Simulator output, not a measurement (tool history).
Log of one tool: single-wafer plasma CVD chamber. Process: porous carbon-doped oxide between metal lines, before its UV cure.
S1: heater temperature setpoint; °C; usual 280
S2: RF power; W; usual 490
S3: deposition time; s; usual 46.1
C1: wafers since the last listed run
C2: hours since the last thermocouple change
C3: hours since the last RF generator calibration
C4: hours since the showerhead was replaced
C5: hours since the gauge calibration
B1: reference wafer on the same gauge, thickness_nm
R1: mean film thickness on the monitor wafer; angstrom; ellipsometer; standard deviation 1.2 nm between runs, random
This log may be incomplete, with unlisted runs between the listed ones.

| run | hour | S1 | S2 | S3 | C1 | C2 | C3 | C4 | C5 | B1 | R1 |
|---|---|---|---|---|---|---|---|---|---|---|---|
| 1 | 0 | 280 | 490 | 46.1 | 0 | 1455.5 | 238.8 | 7753.4 | 3174.9 | 275.143 | 2648.08 |
|  | 4.1 | gauge calibrated |
| 2 | 82.4 | 280 | 490 | 46.1 | 2506 | 1537.9 | 321.2 | 7835.8 | 78.3 | 274.879 | 2650.52 |
| 3 | 147.7 | 280 | 490 | 46.1 | 1986 | 1603.2 | 386.5 | 7901.1 | 143.6 | 275.03 | 2642.21 |
| 4 | 196.4 | 280 | 490 | 40.6 | 1481 | 1651.9 | 435.2 | 7949.8 | 192.3 | 275.13 | 2339.24 |
| 5 | 262.6 | 280 | 490 | 40.6 | 2013 | 1718.1 | 501.4 | 8016 | 258.5 | 274.784 | 2310.05 |
| 6 | 337.5 | 280 | 440 | 46.1 | 2278 | 1793 | 576.3 | 8090.9 | 333.4 | 274.968 | 2411.84 |
|  | 368.4 | showerhead replaced |
| 7 | 423.5 | 280 | 490 | 46.1 | 2372 | 1879 | 662.3 | 55.1 | 419.4 | 274.703 | 2645.45 |
| 8 | 528.5 | 280 | 490 | 46.1 | 3194 | 1984 | 767.3 | 160.1 | 524.4 | 274.763 | 2616.44 |
| 9 | 572.8 | 275 | 490 | 53.2 | 1347 | 2028.3 | 811.6 | 204.4 | 568.7 | 274.854 | 3137.95 |
| 10 | 661.5 | 290 | 490 | 38.1 | 2698 | 2117 | 900.3 | 293.1 | 657.4 | 274.887 | 2017.13 |
|  | 677.9 | thermocouple changed; heater temperature recalibrated |
| 11 | 748.8 | 280 | 490 | 49.3 | 2412 | 70.9 | 987.6 | 380.4 | 744.7 | 274.909 | 2776.44 |
| 12 | 831.3 | 280 | 490 | 46.1 | 2509 | 153.4 | 1070.1 | 462.9 | 827.2 | 275.033 | 2592.86 |
| 13 | 898.5 | 280 | 580 | 46.1 | 2044 | 220.6 | 1137.3 | 530.1 | 894.4 | 274.878 | 2908.46 |
| 14 | 944.3 | 280 | 490 | 46.1 | 1393 | 266.4 | 1183.1 | 575.9 | 940.2 | 274.812 | 2615.53 |
| 15 | 1006.3 | 287 | 490 | 41.9 | 1886 | 328.4 | 1245.1 | 637.9 | 1002.2 | 274.856 | 2256.98 |
|  | 1017.8 | RF generator calibrated |
| 16 | 1090.5 | 280 | 490 | 46.1 | 2317 | 412.6 | 72.7 | 722.1 | 1086.4 | 275.1 | 2664.55 |
| 17 | 1169 | 280 | 490 | 46.1 | 2387 | 491.1 | 151.2 | 800.6 | 1164.9 | 275.237 | 2657.4 |
| 18 | 1207.6 | 289 | 490 | 46.1 | 1174 | 529.7 | 189.8 | 839.2 | 1203.5 | 274.865 | 2500.64 |
| 19 | 1312.7 | 289 | 490 | 46.1 | 3197 | 634.8 | 294.9 | 944.3 | 1308.6 | 274.972 | 2477.05 |
| 20 | 1402 | 280 | 490 | 51.8 | 2716 | 724.1 | 384.2 | 1033.6 | 1397.9 | 275.135 | 2947.6 |
| 21 | 1483.8 | 280 | 450 | 46.1 | 2488 | 805.9 | 466 | 1115.4 | 1479.7 | 274.667 | 2435.74 |
| 22 | 1523.5 | 275 | 585 | 50 | 1207 | 845.6 | 505.7 | 1155.1 | 1519.4 | 275.219 | 3314.88 |
| 23 | 1603.3 | 276 | 585 | 39.3 | 2427 | 925.4 | 585.5 | 1234.9 | 1599.2 | 274.887 | 2627.27 |
| 24 | 1666.1 | 266 | 530 | 46.1 | 1910 | 988.2 | 648.3 | 1297.7 | 1662 | 274.879 | 3067.24 |
| 25 | 1758.1 | 280 | 490 | 46.1 | 2798 | 1080.2 | 740.3 | 1389.7 | 1754 | 275.191 | 2603.49 |
| 26 | 1816.4 | 289 | 430 | 46.1 | 1773 | 1138.5 | 798.6 | 1448 | 1812.3 | 274.942 | 2175.67 |

Run 27 has not been measured yet. What should we expect?
| 27 | 1852.9 | 289 | 490 | 46.1 | 1110 | 1175 | 835.1 | 1484.5 | 1848.8 | ? | ? |

{"run 27": {"B1": 274.925, "R1": 2443.13}}
The same run, on a tool lacking any hidden state, would have yielded R1 2537.38 angstrom.
